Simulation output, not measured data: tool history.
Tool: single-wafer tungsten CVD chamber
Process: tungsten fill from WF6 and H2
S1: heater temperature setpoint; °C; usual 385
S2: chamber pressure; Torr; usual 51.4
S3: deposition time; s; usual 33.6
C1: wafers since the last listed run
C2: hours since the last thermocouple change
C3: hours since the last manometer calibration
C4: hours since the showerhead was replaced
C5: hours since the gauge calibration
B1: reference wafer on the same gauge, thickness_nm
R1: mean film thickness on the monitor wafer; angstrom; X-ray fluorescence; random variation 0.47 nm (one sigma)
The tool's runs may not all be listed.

run,hour,S1,S2,S3,C1,C2,C3,C4,C5,B1,R1
1,0.0,385,51.4,33.6,0,1708.0,1803.8,4569.4,1082.4,102.041,928.16
2,106.3,385,51.4,33.6,2544,1814.3,1910.1,4675.7,1188.7,101.955,932.55
3,131.5,385,51.4,33.6,603,1839.5,1935.3,4700.9,1213.9,101.952,919.65
4,150.5,385,58.3,33.6,454,1858.5,1954.3,4719.9,1232.9,101.874,970.89
5,178.7,385,58.3,33.6,675,1886.7,1982.5,4748.1,1261.1,102.078,970.11
6,209.5,385,51.4,33.6,737,1917.5,2013.3,4778.9,1291.9,102.049,918.25
7,296.2,385,51.4,33.6,2075,2004.2,2100.0,4865.6,1378.6,102.105,916.50
8,326.0,385,51.4,33.6,713,2034.0,2129.8,4895.4,1408.4,102.109,907.78
9,355.2,385,51.4,31.6,698,2063.2,2159.0,4924.6,1437.6,101.772,861.13
10,378.2,385,51.4,31.6,550,2086.2,2182.0,4947.6,1460.6,101.949,859.66
11,400.1,385,51.4,31.6,524,2108.1,2203.9,4969.5,1482.5,102.000,849.22
# hour 407.6: gauge calibrated
12,421.1,378,41.1,33.6,502,2129.1,2224.9,4990.5,13.5,101.793,697.04
13,435.0,395,51.4,36.0,332,2143.0,2238.8,5004.4,27.4,102.030,1216.49
14,448.4,395,51.4,36.0,320,2156.4,2252.2,5017.8,40.8,102.110,1202.50
15,481.5,393,51.4,36.8,792,2189.5,2285.3,5050.9,73.9,102.155,1179.54
# hour 531.0: thermocouple changed; heater temperature recalibrated
# hour 552.1: showerhead replaced
16,562.0,385,51.4,33.6,1544,31.0,2365.8,9.9,154.4,102.046,1020.97
17,595.1,398,51.4,33.6,792,64.1,2398.9,43.0,187.5,102.041,1350.79
18,607.6,399,44.7,36.2,299,76.6,2411.4,55.5,200.0,102.163,1397.83
19,632.1,385,51.4,27.3,586,101.1,2435.9,80.0,224.5,101.939,829.23
20,664.8,385,51.4,31.6,782,133.8,2468.6,112.7,257.2,101.881,965.57
21,693.0,390,55.2,33.6,675,162.0,2496.8,140.9,285.4,102.117,1170.59
22,721.1,385,51.4,33.6,672,190.1,2524.9,169.0,313.5,102.143,1022.62
23,743.4,374,59.2,33.6,533,212.4,2547.2,191.3,335.8,102.010,839.52
# hour 771.7: capacitance manometer re-zeroed and calibrated
24,772.2,373,56.3,33.6,497,241.2,0.5,220.1,364.6,102.046,807.72
25,786.5,385,51.4,33.6,342,255.5,14.8,234.4,378.9,102.072,1012.31
26,872.0,385,51.4,33.6,2046,341.0,100.3,319.9,464.4,102.045,1025.04
27,906.6,373,51.4,33.6,828,375.6,134.9,354.5,499.0,101.919,773.11

The next listed run, before its measurement:
28,940.2,385,43.5,35.5,804,409.2,168.5,388.1,532.6,?,?

Run 28 gave B1 101.875, R1 1001.83 angstrom.
Without the tool's hidden state the same run would have given R1 983.86 angstrom.

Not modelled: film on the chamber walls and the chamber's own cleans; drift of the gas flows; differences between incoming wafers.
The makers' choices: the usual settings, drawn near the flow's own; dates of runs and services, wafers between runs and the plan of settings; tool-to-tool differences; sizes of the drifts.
